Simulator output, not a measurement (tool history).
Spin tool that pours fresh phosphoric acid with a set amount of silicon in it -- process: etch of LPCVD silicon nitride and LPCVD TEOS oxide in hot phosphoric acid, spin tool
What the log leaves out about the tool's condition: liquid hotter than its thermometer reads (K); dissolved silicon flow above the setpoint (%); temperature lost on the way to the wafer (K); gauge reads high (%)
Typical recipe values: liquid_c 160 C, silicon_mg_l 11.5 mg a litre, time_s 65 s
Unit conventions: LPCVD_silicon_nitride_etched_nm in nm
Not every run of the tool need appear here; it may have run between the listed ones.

run   hour  liquid_c  silicon_mg_l  time_s  wafers since the last listed run  hours since the thermometer was replaced  hours since the dissolved silicon flow meter was replaced  hours since the heated supply line was repaired  hours since the gauge calibration  read-back film thickness of the LPCVD silicon nitride reference wafer, read on the same gauge (nm)  LPCVD_silicon_nitride_etched_nm
  1      0     161.5          11.5      90                                 0                                     313.4                                                     1492.6                                           2047.6                              972.7                                                                                                  80                                8
  2   22.4       160          11.5      65                               315                                     335.8                                                       1515                                             2070                              995.1                                                                                               80.02                             5.48
  3   52.5       160            18      65                               423                                     365.9                                                     1545.1                                           2100.1                             1025.2                                                                                               80.03                             5.48
  4   79.6     162.5             9      65                               381                                       393                                                     1572.2                                           2127.2                             1052.3                                                                                               80.04                             5.98
  5  159.2       160            14     100                              1119                                     472.6                                                     1651.8                                           2206.8                             1131.9                                                                                               79.99                             8.43
     190.2  -- heated supply line repaired
  6  190.7       160          11.5      65                               428                                     504.1                                                     1683.3                                              0.5                             1163.4                                                                                               80.03                              5.5
     198.2  -- dissolved silicon flow meter replaced
  7  222.8       160          11.5      30                               437                                     536.2                                                       24.6                                             32.6                             1195.5                                                                                               79.99                             2.52
  8  241.3     157.5            20      30                               260                                     554.7                                                       43.1                                             51.1                               1214                                                                                                  80                             2.32
     250.7  -- gauge calibrated
  9    260       160             5     105                               263                                     573.4                                                       61.8                                             69.8                                9.3                                                                                               80.01                              8.8
 10  274.5       158          11.5      40                               203                                     587.9                                                       76.3                                             84.3                               23.8                                                                                               79.99                             3.18
 11  297.5       158            19      35                               323                                     610.9                                                       99.3                                            107.3                               46.8                                                                                               80.01                             2.75
 12  326.1       160          14.5      85                               402                                     639.5                                                      127.9                                            135.9                               75.4                                                                                               79.98                             7.16

Predict the results of run 13:
 13  356.9       162          11.5      65                               433                                     670.3                                                      158.7                                            166.7                              106.2                                                                                                   ?                                ?

read-back film thickness of the LPCVD silicon nitride reference wafer, read on the same gauge (nm): 80.01
LPCVD_silicon_nitride_etched_nm: 5.83 nm
Had the tool carried no hidden state, the very same run would have given LPCVD_silicon_nitride_etched_nm 5.83 nm.
